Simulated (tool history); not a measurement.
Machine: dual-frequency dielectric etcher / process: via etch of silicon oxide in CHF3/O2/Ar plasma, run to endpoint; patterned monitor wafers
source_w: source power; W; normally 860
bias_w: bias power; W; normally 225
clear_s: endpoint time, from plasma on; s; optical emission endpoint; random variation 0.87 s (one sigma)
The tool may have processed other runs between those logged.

run,hour,source_w,bias_w,"incoming incoming film thickness, nm",clear_s
1,0,860,269,716.3,257.5
2,14,860,269,714.8,257.4
3,30.3,860,225,708.1,276
4,47.3,860,225,715.9,279.1
5,77.4,860,188,711.2,319
6,77.8,860,188,707.7,316.3
7,85.3,860,188,711.1,317.8
8,97.8,860,225,710.2,293
9,112.3,860,225,708.2,291.6
10,123.1,860,225,714.9,293
11,129.4,800,225,715.9,301.7
12,154.2,860,225,714.5,291.7
13,154.6,1080,260,711,248.6
14,167.9,940,251,708.1,266
15,178.8,860,268,715,269
16,192,1040,272,714.9,249.1
17,228.4,720,208,709.7,320.3
18,234.7,700,261,705.4,288
19,251.4,1000,262,713.2,253.2

Withheld: 4 entries from between the runs. Position of each, and hidden state at the listed run before versus the listed run after:
From run 4 to run 5: wet clean of the chamber (hour 76.9)
  etch rate over this chamber's usual, %: 5.13 -> -0.548
  measured result minus the result with no hidden state, clear_s: -14.3 -> +1.7 s
From run 11 to run 12: source power generator calibrated (hour 147.7); upper electrode replaced (hour 153.7)
  etch rate over this chamber's usual, %: -0.0384 -> 0.204
  measured result minus the result with no hidden state, clear_s: +0.2 -> -0.6 s
From run 16 to run 17: bias power generator calibrated (hour 198.3)
  etch rate over this chamber's usual, %: 0.575 -> 0.931
  measured result minus the result with no hidden state, clear_s: -1.5 -> -3 s
